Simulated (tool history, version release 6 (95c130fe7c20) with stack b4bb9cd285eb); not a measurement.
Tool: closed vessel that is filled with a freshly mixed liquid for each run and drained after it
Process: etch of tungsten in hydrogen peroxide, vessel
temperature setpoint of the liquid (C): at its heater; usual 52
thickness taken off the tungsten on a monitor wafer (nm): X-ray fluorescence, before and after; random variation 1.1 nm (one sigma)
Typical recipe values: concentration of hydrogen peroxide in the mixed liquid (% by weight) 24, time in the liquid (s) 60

| run | hour | temperature setpoint of the liquid (C) | concentration of hydrogen peroxide in the mixed liquid (% by weight) | time in the liquid (s) | wafers since the last listed run | hours since the thermometer was replaced | hours since the peroxide flow meter was replaced | hours since the drum of peroxide was connected | hours since the gauge calibration | read-back film thickness of the tungsten reference wafer, read on the same gauge (nm) | thickness taken off the tungsten on a monitor wafer (nm) |
|---|---|---|---|---|---|---|---|---|---|---|---|
| 1 | 0 | 52 | 24 | 60 | 0 | 1318.2 | 677.9 | 736.6 | 596.6 | 109.21 | 197.52 |
| 2 | 47.1 | 52 | 24 | 60 | 5707 | 1365.3 | 725 | 783.7 | 643.7 | 108.96 | 198.77 |
| 3 | 112 | 56 | 24 | 60 | 7864 | 1430.2 | 789.9 | 848.6 | 708.6 | 108.65 | 250.17 |
| 4 | 148.7 | 56 | 24 | 60 | 4447 | 1466.9 | 826.6 | 885.3 | 745.3 | 108.44 | 249.29 |
| 5 | 244.2 | 52 | 24 | 40 | 11572 | 1562.4 | 922.1 | 980.8 | 840.8 | 107.92 | 131.19 |
| 6 | 300.1 | 52 | 24 | 40 | 6773 | 1618.3 | 978 | 1036.7 | 896.7 | 107.57 | 129.86 |
| 7 | 354.7 | 52 | 21 | 45 | 6616 | 1672.9 | 1032.6 | 1091.3 | 951.3 | 107.21 | 136.61 |
|  | 380.4 | new drum of peroxide connected |
| 8 | 451.1 | 52 | 21 | 45 | 11560 | 1769.3 | 1129 | 70.7 | 1047.7 | 106.49 | 134.9 |
| 9 | 553.2 | 52 | 24 | 70 | 12372 | 1871.4 | 1231.1 | 172.8 | 1149.8 | 105.7 | 223.55 |
|  | 599.7 | gauge calibrated |
| 10 | 643.3 | 52 | 24 | 70 | 10917 | 1961.5 | 1321.2 | 262.9 | 43.6 | 109.22 | 232.15 |
| 11 | 694.1 | 52 | 24 | 60 | 6155 | 2012.3 | 1372 | 313.7 | 94.4 | 109.21 | 196.93 |
| 12 | 750.6 | 52 | 24 | 60 | 6846 | 2068.8 | 1428.5 | 370.2 | 150.9 | 109.16 | 198.48 |
| 13 | 800.1 | 60 | 18 | 75 | 5998 | 2118.3 | 1478 | 419.7 | 200.4 | 109.09 | 345.91 |
| 14 | 865 | 52 | 26 | 60 | 7864 | 2183.2 | 1542.9 | 484.6 | 265.3 | 108.99 | 206.17 |
| 15 | 934.3 | 52 | 24 | 60 | 8397 | 2252.5 | 1612.2 | 553.9 | 334.6 | 108.8 | 198.94 |
|  | 950.4 | thermometer replaced |
| 16 | 1039.1 | 60 | 24 | 80 | 12578 | 88.7 | 1717 | 658.7 | 439.4 | 108.53 | 422.99 |
| 17 | 1109.8 | 43 | 17.5 | 60 | 8567 | 159.4 | 1787.7 | 729.4 | 510.1 | 108.28 | 96.37 |
| 18 | 1168.2 | 42.5 | 24 | 60 | 7076 | 217.8 | 1846.1 | 787.8 | 568.5 | 108.02 | 110.01 |
| 19 | 1262.8 | 52 | 24 | 40 | 11463 | 312.4 | 1940.7 | 882.4 | 663.1 | 107.63 | 130.36 |
| 20 | 1322 | 52 | 29 | 85 | 7173 | 371.6 | 1999.9 | 941.6 | 722.3 | 107.32 | 305.64 |
|  | 1326.2 | new drum of peroxide connected |
| 21 | 1358.3 | 48 | 24 | 60 | 4277 | 407.9 | 2036.2 | 32.1 | 758.6 | 107.17 | 153.47 |
|  | 1416.1 | peroxide flow meter replaced |
| 22 | 1598 | 57.5 | 24 | 60 | 28924 | 647.6 | 181.9 | 271.8 | 998.3 | 105.62 | 265.7 |
|  | 1643.1 | gauge calibrated |
| 23 | 1694.9 | 52 | 28.5 | 60 | 11741 | 744.5 | 278.8 | 368.7 | 51.8 | 110.61 | 219 |
| 24 | 1773.9 | 48.5 | 24 | 35 | 9572 | 823.5 | 357.8 | 447.7 | 130.8 | 110.57 | 94.46 |

Below are 4 alternative next runs, each starting from the tool's condition after run 24. Predict each:
| A | 1774.6 | 52 | 24 | 60 | 84 | 824.2 | 358.5 | 448.4 | 131.5 | ? | ? |
| B | 1774.6 | 46 | 24 | 60 | 84 | 824.2 | 358.5 | 448.4 | 131.5 | ? | ? |
| C | 1774.6 | 52 | 24 | 75 | 84 | 824.2 | 358.5 | 448.4 | 131.5 | ? | ? |
| D | 1774.6 | 49.5 | 24 | 70 | 84 | 824.2 | 358.5 | 448.4 | 131.5 | ? | ? |

| run | read-back film thickness of the tungsten reference wafer, read on the same gauge (nm) | thickness taken off the tungsten on a monitor wafer (nm) |
|---|---|---|
| A | 110.57 | 202.9 |
| B | 110.57 | 140.29 |
| C | 110.57 | 253.62 |
| D | 110.57 | 203.32 |
Had the tool no hidden state, the same runs would have come out as:
| run | thickness taken off the tungsten on a monitor wafer (nm) |
|---|---|
| A | 201.87 |
| B | 139.57 |
| C | 252.33 |
| D | 202.28 |

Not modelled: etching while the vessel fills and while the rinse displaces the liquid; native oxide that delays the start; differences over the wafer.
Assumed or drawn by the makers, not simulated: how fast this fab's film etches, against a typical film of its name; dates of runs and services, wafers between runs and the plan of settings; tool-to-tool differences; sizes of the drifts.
